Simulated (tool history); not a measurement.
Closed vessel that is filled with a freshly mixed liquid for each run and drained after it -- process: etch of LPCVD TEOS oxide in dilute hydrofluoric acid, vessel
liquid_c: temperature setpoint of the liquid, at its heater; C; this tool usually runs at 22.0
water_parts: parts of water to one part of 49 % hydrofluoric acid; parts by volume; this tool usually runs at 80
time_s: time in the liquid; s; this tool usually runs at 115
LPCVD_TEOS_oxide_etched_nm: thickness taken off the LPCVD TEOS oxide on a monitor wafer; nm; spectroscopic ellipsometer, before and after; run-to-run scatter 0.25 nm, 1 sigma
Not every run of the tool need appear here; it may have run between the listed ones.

| run | day | liquid_c | water_parts | time_s | wafers since the last listed run | hours since the thermometer was replaced | hours since the hydrofluoric acid flow meter was replaced | hours since the gauge calibration | read-back film thickness of the LPCVD TEOS oxide reference wafer, read on the same gauge (nm) | LPCVD_TEOS_oxide_etched_nm |
|---|---|---|---|---|---|---|---|---|---|---|
| 1 | 0.000 | 19.0 | 80 | 115 | 0 | 702.0 | 583.3 | 1422.0 | 82.78 | 35.55 |
| 2 | 2.504 | 19.0 | 80 | 115 | 7080 | 762.1 | 643.4 | 1482.1 | 82.81 | 35.81 |
| 3 | 5.479 | 22.0 | 80 | 115 | 8412 | 833.5 | 714.8 | 1553.5 | 82.85 | 39.89 |
| 4 | 7.671 | 22.0 | 80 | 115 | 6197 | 886.1 | 767.4 | 1606.1 | 82.88 | 39.74 |
| 5 | 10.079 | 22.0 | 80 | 115 | 6809 | 943.9 | 825.2 | 1663.9 | 82.91 | 40.17 |
|  | 10.767 | hydrofluoric acid flow meter replaced |
| 6 | 11.800 | 22.0 | 80 | 115 | 4748 | 985.2 | 24.8 | 1705.2 | 82.91 | 40.25 |
| 7 | 14.300 | 22.0 | 80 | 115 | 7068 | 1045.2 | 84.8 | 1765.2 | 82.91 | 40.33 |
| 8 | 16.771 | 22.0 | 80 | 115 | 6986 | 1104.5 | 144.1 | 1824.5 | 82.97 | 40.24 |
| 9 | 18.417 | 22.0 | 80 | 115 | 4653 | 1144.0 | 183.6 | 1864.0 | 82.97 | 40.24 |
| 10 | 20.300 | 22.0 | 80 | 115 | 5325 | 1189.2 | 228.8 | 1909.2 | 83.02 | 40.24 |
| 11 | 22.088 | 22.0 | 50 | 115 | 5054 | 1232.1 | 271.7 | 1952.1 | 83.00 | 66.35 |
| 12 | 24.712 | 22.0 | 50 | 115 | 7422 | 1295.1 | 334.7 | 2015.1 | 83.02 | 66.46 |
| 13 | 26.358 | 22.0 | 80 | 135 | 4653 | 1334.6 | 374.2 | 2054.6 | 83.04 | 46.68 |
| 14 | 28.600 | 22.0 | 80 | 135 | 6338 | 1388.4 | 428.0 | 2108.4 | 83.09 | 47.79 |
| 15 | 30.533 | 22.0 | 80 | 135 | 5466 | 1434.8 | 474.4 | 2154.8 | 83.09 | 47.00 |
| 16 | 33.371 | 22.0 | 80 | 115 | 8023 | 1502.9 | 542.5 | 2222.9 | 83.10 | 40.15 |
|  | 33.892 | gauge calibrated |
| 17 | 35.471 | 22.0 | 80 | 115 | 5937 | 1553.3 | 592.9 | 37.9 | 80.20 | 38.96 |
| 18 | 37.758 | 22.0 | 80 | 115 | 6468 | 1608.2 | 647.8 | 92.8 | 80.48 | 38.76 |
| 19 | 40.462 | 23.5 | 80 | 115 | 7646 | 1673.1 | 712.7 | 157.7 | 80.72 | 41.54 |
|  | 42.525 | thermometer replaced |
| 20 | 42.783 | 22.0 | 105 | 150 | 6444 | 6.2 | 768.4 | 213.4 | 80.92 | 37.64 |
| 21 | 44.458 | 20.5 | 115 | 60 | 4736 | 46.4 | 808.6 | 253.6 | 81.07 | 12.95 |
|  | 45.862 | hydrofluoric acid flow meter replaced |
| 22 | 45.925 | 24.5 | 110 | 65 | 4029 | 81.6 | 1.5 | 288.8 | 81.17 | 17.14 |
| 23 | 48.592 | 24.0 | 80 | 115 | 7540 | 145.6 | 65.5 | 352.8 | 81.38 | 42.63 |
| 24 | 49.933 | 22.0 | 80 | 115 | 3793 | 177.8 | 97.7 | 385.0 | 81.48 | 39.61 |
| 25 | 51.608 | 22.0 | 80 | 60 | 4736 | 218.0 | 137.9 | 425.2 | 81.59 | 20.59 |
| 26 | 53.288 | 25.5 | 80 | 115 | 4748 | 258.3 | 178.2 | 465.5 | 81.70 | 45.16 |
| 27 | 55.583 | 22.0 | 80 | 115 | 6491 | 313.4 | 233.3 | 520.6 | 81.78 | 39.67 |
| 28 | 58.508 | 22.0 | 80 | 155 | 8270 | 383.6 | 303.5 | 590.8 | 81.94 | 53.77 |
| 29 | 60.271 | 24.5 | 80 | 55 | 4983 | 425.9 | 345.8 | 633.1 | 82.05 | 20.87 |
| 30 | 62.571 | 22.0 | 100 | 50 | 6503 | 481.1 | 401.0 | 688.3 | 82.16 | 13.55 |
| 31 | 63.888 | 22.0 | 80 | 115 | 3723 | 512.7 | 432.6 | 719.9 | 82.19 | 39.79 |
| 32 | 65.804 | 19.0 | 80 | 85 | 5419 | 558.7 | 478.6 | 765.9 | 82.28 | 25.59 |
| 33 | 67.071 | 26.5 | 105 | 115 | 3581 | 589.1 | 509.0 | 796.3 | 82.33 | 35.13 |
| 34 | 72.854 | 22.0 | 80 | 115 | 16352 | 727.9 | 647.8 | 935.1 | 82.51 | 39.80 |

For some of the steps in LPCVD_TEOS_oxide_etched_nm from one run to the next: how much would appear even if the tool had no hidden state, given the settings, what came in and random variation, and how much remains for the hidden state plus any gauge scatter that the measured result and the result without hidden state don't share?
What the log doesn't record here: liquid hotter than its thermometer reads (K); hydrofluoric acid flow above the setpoint (%); gauge reads high (%).
Run 10 -> 11: water_parts 80 -> 50. LPCVD_TEOS_oxide_etched_nm +26.11 nm: hidden state +0.96, all else +25.15.
Run 16 -> 17: gauge calibrated. LPCVD_TEOS_oxide_etched_nm -1.19 nm: hidden state -1.38, all else +0.19.
Run 28 -> 29: liquid_c 22.0 -> 24.5, time_s 155 -> 55. LPCVD_TEOS_oxide_etched_nm -32.90 nm: hidden state -0.76, all else -32.14.
Run 30 -> 31: water_parts 100 -> 80, time_s 50 -> 115. LPCVD_TEOS_oxide_etched_nm +26.24 nm: hidden state +0.70, all else +25.54.
